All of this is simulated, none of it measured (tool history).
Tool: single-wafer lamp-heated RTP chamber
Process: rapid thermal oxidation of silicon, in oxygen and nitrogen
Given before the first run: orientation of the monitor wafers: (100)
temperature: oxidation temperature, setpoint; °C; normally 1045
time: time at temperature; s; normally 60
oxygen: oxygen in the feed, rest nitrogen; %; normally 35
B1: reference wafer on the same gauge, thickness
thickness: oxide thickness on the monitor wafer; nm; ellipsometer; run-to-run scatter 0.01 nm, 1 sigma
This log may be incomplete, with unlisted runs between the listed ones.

Run 1, hour 0.0: usual settings; B1 6.082. Result: thickness 6.039 nm.
Run 2, hour 77.6: usual settings; B1 6.079. Result: thickness 6.027 nm.
Run 3, hour 222.6: usual settings but temperature 1058 °C; B1 6.082. Result: thickness 6.584 nm.
Run 4, hour 281.8: usual settings but oxygen 20 %; B1 6.077. Result: thickness 5.041 nm.
At hour 370.5: pyrometer window cleaned and pyrometer calibrated.
Run 5, hour 371.0: usual settings but oxygen 20 %; B1 6.078. Result: thickness 5.000 nm.
Run 6, hour 421.1: usual settings; B1 6.083. Result: thickness 6.024 nm.
Run 7, hour 527.2: usual settings; B1 6.080. Result: thickness 6.028 nm.
Run 8, hour 565.1: usual settings; B1 6.079. Result: thickness 6.041 nm.
Run 9, hour 657.9: usual settings; B1 6.081. Result: thickness 6.045 nm.
Run 10, hour 750.7: usual settings; B1 6.078. Result: thickness 6.048 nm.
Run 11, hour 792.9: usual settings; B1 6.080. Result: thickness 6.064 nm.
Run 12, hour 874.6: usual settings; B1 6.083. Result: thickness 6.052 nm.
Run 13, hour 918.7: usual settings; B1 6.082. Result: thickness 6.058 nm.
Run 14, hour 970.5: usual settings but oxygen 42 %; B1 6.083. Result: thickness 6.458 nm.
Run 15, hour 1062.0: usual settings but oxygen 42 %; B1 6.076. Result: thickness 6.447 nm.
Run 16, hour 1123.0: usual settings but oxygen 42 %; B1 6.082. Result: thickness 6.447 nm.
Run 17, hour 1220.1: usual settings but time 48 s; B1 6.077. Result: thickness 5.532 nm.
At hour 1276.6: pyrometer window cleaned and pyrometer calibrated.
Run 18, hour 1289.3: usual settings but time 48 s; B1 6.082. Result: thickness 5.450 nm.
Run 19, hour 1342.2: usual settings but time 48 s; B1 6.081. Result: thickness 5.457 nm.
Run 20, hour 1602.5: usual settings but time 78 s; B1 6.081. Result: thickness 6.770 nm.
Run 21, hour 1709.4: usual settings; B1 6.079. Result: thickness 6.036 nm.
Run 22, hour 1773.0: usual settings; B1 6.080. Result: thickness 6.051 nm.
Run 23, hour 1865.9: usual settings but temperature 1030 °C, time 87 s, oxygen 20 %; B1 6.083. Result: thickness 5.344 nm.
Run 24, hour 1958.4: usual settings; B1 6.081. Result: thickness 6.068 nm.
At hour 2235.2: pyrometer window cleaned and pyrometer calibrated.
Run 25, hour 2255.2: usual settings but oxygen 25 %; B1 6.083. Result: thickness 5.384 nm.
Run 26, hour 2313.1: usual settings but time 45 s; B1 6.075. Result: thickness 5.308 nm.
At hour 2400.6: oxygen flow controller replaced.
Run 27, hour 2401.1: usual settings but time 36 s, oxygen 46 %; B1 6.077. Result: thickness 5.209 nm.
Run 28, hour 2449.2: usual settings but time 81 s, oxygen 25 %; B1 6.085. Result: thickness 5.993 nm.
At hour 2516.4: gauge calibrated.
Run 29, hour 2548.8: usual settings; B1 6.081. Result: thickness 5.940 nm.
Run 30, hour 2616.2: usual settings but temperature 1030 °C, time 87 s, oxygen 20 %; B1 6.080. Result: thickness 5.232 nm.
Run 31, hour 2694.8: usual settings but temperature 1075 °C, time 40 s, oxygen 49 %; B1 6.080. Result: thickness 6.859 nm.
Run 32, hour 2750.7: usual settings but temperature 1030 °C, time 49 s, oxygen 44 %; B1 6.081. Result: thickness 5.339 nm.
Run 33, hour 2804.5: usual settings but temperature 1054 °C, time 41 s, oxygen 18 %; B1 6.079. Result: thickness 4.337 nm.
Run 34, hour 2905.1: usual settings but temperature 1034 °C, time 30 s; B1 6.078. Result: thickness 4.175 nm.
Run 35, hour 3011.0: usual settings but oxygen 63 %; B1 6.082. Result: thickness 7.340 nm.
Run 36, hour 3084.5: usual settings but temperature 1059 °C; B1 6.084. Result: thickness 6.588 nm.
Run 37, hour 3161.6: usual settings; B1 6.078. Result: thickness 6.011 nm.
At hour 3176.8: pyrometer window cleaned and pyrometer calibrated.
Run 38, hour 3264.3: usual settings but temperature 1062 °C, oxygen 63 %; B1 6.085. Result: thickness 8.201 nm.
Run 39, hour 3326.6: usual settings but temperature 1060 °C, time 46 s, oxygen 65 %; B1 6.080. Result: thickness 7.291 nm.

Forecast each of these 3 alternatives for the next run:
Run A, hour 3327.1: usual settings; B1 ?. Result: thickness ?.
Run B, hour 3327.1: usual settings but temperature 1072 °C, time 41 s, oxygen 17 %; B1 ?. Result: thickness ?.
Run C, hour 3327.1: usual settings but temperature 1028 °C, oxygen 54 %; B1 ?. Result: thickness ?.

run     B1  thickness
  A  6.077      5.978
  B  6.077      4.762
  C  6.077      6.170
Without the tool's hidden state the same runs would have given:
run  thickness
  A      5.903
  B      4.697
  C      6.105
